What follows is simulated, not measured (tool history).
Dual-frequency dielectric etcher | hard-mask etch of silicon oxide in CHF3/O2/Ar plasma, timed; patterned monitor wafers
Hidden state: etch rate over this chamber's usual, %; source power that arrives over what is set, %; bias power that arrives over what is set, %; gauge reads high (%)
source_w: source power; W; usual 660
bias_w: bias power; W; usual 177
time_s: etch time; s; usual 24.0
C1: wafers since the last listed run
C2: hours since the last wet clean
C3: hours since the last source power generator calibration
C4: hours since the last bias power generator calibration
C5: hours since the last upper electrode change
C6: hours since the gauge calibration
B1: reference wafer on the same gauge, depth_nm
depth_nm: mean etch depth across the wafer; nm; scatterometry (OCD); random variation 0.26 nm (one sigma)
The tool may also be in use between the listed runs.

{"run": 1, "day": 0.0, "source_w": 760, "bias_w": 177, "time_s": 24.0, "C1": 0, "C2": 158.8, "C3": 4079.1, "C4": 3102.0, "C5": 4901.7, "C6": 406.5, "B1": 48.47, "depth_nm": 47.46}
{"run": 2, "day": 3.017, "source_w": 660, "bias_w": 177, "time_s": 24.0, "C1": 1253, "C2": 231.2, "C3": 4151.5, "C4": 3174.4, "C5": 4974.1, "C6": 478.9, "B1": 48.51, "depth_nm": 44.57}
{"run": 3, "day": 5.646, "source_w": 660, "bias_w": 177, "time_s": 24.0, "C1": 1092, "C2": 294.3, "C3": 4214.6, "C4": 3237.5, "C5": 5037.2, "C6": 542.0, "B1": 48.55, "depth_nm": 44.31}
{"run": 4, "day": 10.112, "source_w": 660, "bias_w": 177, "time_s": 24.0, "C1": 1856, "C2": 401.5, "C3": 4321.8, "C4": 3344.7, "C5": 5144.4, "C6": 649.2, "B1": 48.37, "depth_nm": 45.63}
{"run": 5, "day": 12.975, "source_w": 660, "bias_w": 177, "time_s": 24.0, "C1": 1189, "C2": 470.2, "C3": 4390.5, "C4": 3413.4, "C5": 5213.1, "C6": 717.9, "B1": 48.44, "depth_nm": 45.33}
{"day": 14.038, "done": "bias power generator calibrated"}
{"day": 15.854, "done": "wet clean of the chamber"}
{"run": 6, "day": 15.875, "source_w": 770, "bias_w": 151, "time_s": 24.0, "C1": 720, "C2": 0.5, "C3": 4460.1, "C4": 44.1, "C5": 5282.7, "C6": 787.5, "B1": 48.5, "depth_nm": 44.44}
{"run": 7, "day": 17.488, "source_w": 770, "bias_w": 151, "time_s": 24.0, "C1": 670, "C2": 39.2, "C3": 4498.8, "C4": 82.8, "C5": 5321.4, "C6": 826.2, "B1": 48.4, "depth_nm": 44.55}
{"day": 19.104, "done": "upper electrode replaced, of another model than before"}
{"day": 19.667, "done": "source power generator calibrated"}
{"run": 8, "day": 20.421, "source_w": 660, "bias_w": 165, "time_s": 22.0, "C1": 734, "C2": 109.6, "C3": 18.1, "C4": 153.2, "C5": 31.6, "C6": 896.6, "B1": 48.47, "depth_nm": 39.29}
{"day": 21.167, "done": "gauge calibrated"}
{"run": 9, "day": 22.383, "source_w": 660, "bias_w": 177, "time_s": 24.0, "C1": 815, "C2": 156.7, "C3": 65.2, "C4": 200.3, "C5": 78.7, "C6": 29.2, "B1": 48.39, "depth_nm": 44.1}
{"run": 10, "day": 25.383, "source_w": 660, "bias_w": 210, "time_s": 24.0, "C1": 1246, "C2": 228.7, "C3": 137.2, "C4": 272.3, "C5": 150.7, "C6": 101.2, "B1": 48.52, "depth_nm": 46.14}
{"run": 11, "day": 27.058, "source_w": 600, "bias_w": 190, "time_s": 24.0, "C1": 696, "C2": 268.9, "C3": 177.4, "C4": 312.5, "C5": 190.9, "C6": 141.4, "B1": 48.45, "depth_nm": 44.05}
{"run": 12, "day": 29.717, "source_w": 660, "bias_w": 177, "time_s": 24.0, "C1": 1104, "C2": 332.7, "C3": 241.2, "C4": 376.3, "C5": 254.7, "C6": 205.2, "B1": 48.37, "depth_nm": 44.39}
{"run": 13, "day": 32.112, "source_w": 800, "bias_w": 177, "time_s": 24.0, "C1": 995, "C2": 390.2, "C3": 298.7, "C4": 433.8, "C5": 312.2, "C6": 262.7, "B1": 48.32, "depth_nm": 47.45}
{"run": 14, "day": 34.221, "source_w": 810, "bias_w": 155, "time_s": 24.0, "C1": 876, "C2": 440.8, "C3": 349.3, "C4": 484.4, "C5": 362.8, "C6": 313.3, "B1": 48.32, "depth_nm": 46.33}

Some steps in depth_nm between neighbouring runs. How much of each would the tool show without its hidden state too (settings, what came in, random variation), and how much is left for the hidden state, with any gauge scatter that isn't in both results?
Run 5 -> 6: source_w 660 -> 770, bias_w 177 -> 151, bias power generator calibrated, wet clean of the chamber. depth_nm -0.89 nm: hidden state -2.15, all else +1.26.
Run 7 -> 8: source_w 770 -> 660, bias_w 151 -> 165, time_s 24.0 -> 22.0, upper electrode replaced, of another model than before, source power generator calibrated. depth_nm -5.26 nm: hidden state +0.26, all else -5.52.

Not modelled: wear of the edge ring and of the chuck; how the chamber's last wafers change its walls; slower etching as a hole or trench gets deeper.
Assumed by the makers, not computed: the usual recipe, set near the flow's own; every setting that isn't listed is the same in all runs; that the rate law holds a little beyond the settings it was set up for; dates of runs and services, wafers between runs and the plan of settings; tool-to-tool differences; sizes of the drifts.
